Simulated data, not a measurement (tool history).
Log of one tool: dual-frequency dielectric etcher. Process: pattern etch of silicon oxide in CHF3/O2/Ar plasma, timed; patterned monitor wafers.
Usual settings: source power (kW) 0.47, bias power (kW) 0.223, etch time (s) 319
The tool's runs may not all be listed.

run	hour	source power (kW)	bias power (kW)	etch time (s)	wafers since the last listed run	hours since the last wet clean	hours since the last source power generator calibration	hours since the last bias power generator calibration	hours since the last upper electrode change	hours since the gauge calibration	read-back reference wafer on the same gauge, depth_nm	mean etch depth across the wafer (nm)
1	0	0.47	0.223	319	0	269.1	3348.5	2312.5	3937.3	179.2	548.7	607.2
2	71.3	0.47	0.223	275.5	303	340.4	3419.8	2383.8	4008.6	250.5	548.1	524.8
# hour 237.5: wet clean of the chamber
3	332.8	0.47	0.183	319	1012	95.3	3681.3	2645.3	4270.1	512	548.1	559.6
4	404.9	0.47	0.223	319	307	167.4	3753.4	2717.4	4342.2	584.1	547.9	608.1
5	456.1	0.47	0.223	319	218	218.6	3804.6	2768.6	4393.4	635.3	547.6	606
6	528.8	0.47	0.223	319	309	291.3	3877.3	2841.3	4466.1	708	548.1	608.7
7	617.5	0.47	0.21	319	378	380	3966	2930	4554.8	796.7	548.2	591.3
8	698.8	0.47	0.21	319	346	461.3	4047.3	3011.3	4636.1	878	548.2	593
# hour 757.9: wet clean of the chamber
9	785.9	0.47	0.21	319	269	28	4134.4	3098.4	4723.2	965.1	547.9	594.1
10	830.7	0.47	0.223	319	190	72.8	4179.2	3143.2	4768	1009.9	548.6	605.9
# hour 901.3: upper electrode replaced
11	901.8	0.47	0.223	319	200	143.9	4250.3	3214.3	0.5	1081	547.6	608.1
12	963.1	0.47	0.223	319	261	205.2	4311.6	3275.6	61.8	1142.3	549.1	606.9
13	1008.5	0.47	0.223	319	193	250.6	4357	3321	107.2	1187.7	548.1	607.4
14	1112.2	0.47	0.258	381.5	442	354.3	4460.7	3424.7	210.9	1291.4	547.7	771.8
# hour 1118.1: source power generator calibrated
# hour 1182.5: gauge calibrated
15	1186.5	0.38	0.197	367.5	299	428.6	68.4	3499	285.2	4	548.4	615
16	1254.1	0.47	0.223	240	288	496.2	136	3566.6	352.8	71.6	547.3	455.9
# hour 1318.1: bias power generator calibrated
17	1336.4	0.47	0.223	319	333	578.5	218.3	18.3	435.1	153.9	546.9	606.2
# hour 1400.8: wet clean of the chamber
18	1436.5	0.54	0.249	257	324	35.7	318.4	118.4	535.2	254	547.5	539
19	1502.6	0.47	0.223	319	281	101.8	384.5	184.5	601.3	320.1	547.9	611
20	1548.1	0.47	0.198	277	193	147.3	430	230	646.8	365.6	548	502.6
21	1596.4	0.51	0.194	255.5	205	195.6	478.3	278.3	695.1	413.9	547.4	470.1
22	1703.3	0.47	0.223	319	455	302.5	585.2	385.2	802	520.8	547.2	608.3
23	1763.2	0.39	0.223	319	255	362.4	645.1	445.1	861.9	580.7	547.3	567.2

How the hidden state differs across the entries between the runs, from the last listed run before each to the first after it:
Between runs 2 and 3: wet clean of the chamber (hour 237.5)
  no hidden state differs between the two runs
Between runs 8 and 9: wet clean of the chamber (hour 757.9)
  no hidden state differs between the two runs
Between runs 10 and 11: upper electrode replaced (hour 901.3)
  no hidden state differs between the two runs
Between runs 14 and 15: source power generator calibrated (hour 1118.1); gauge calibrated (hour 1182.5)
  no hidden state differs between the two runs
Between runs 16 and 17: bias power generator calibrated (hour 1318.1)
  no hidden state differs between the two runs
Between runs 17 and 18: wet clean of the chamber (hour 1400.8)
  no hidden state differs between the two runs
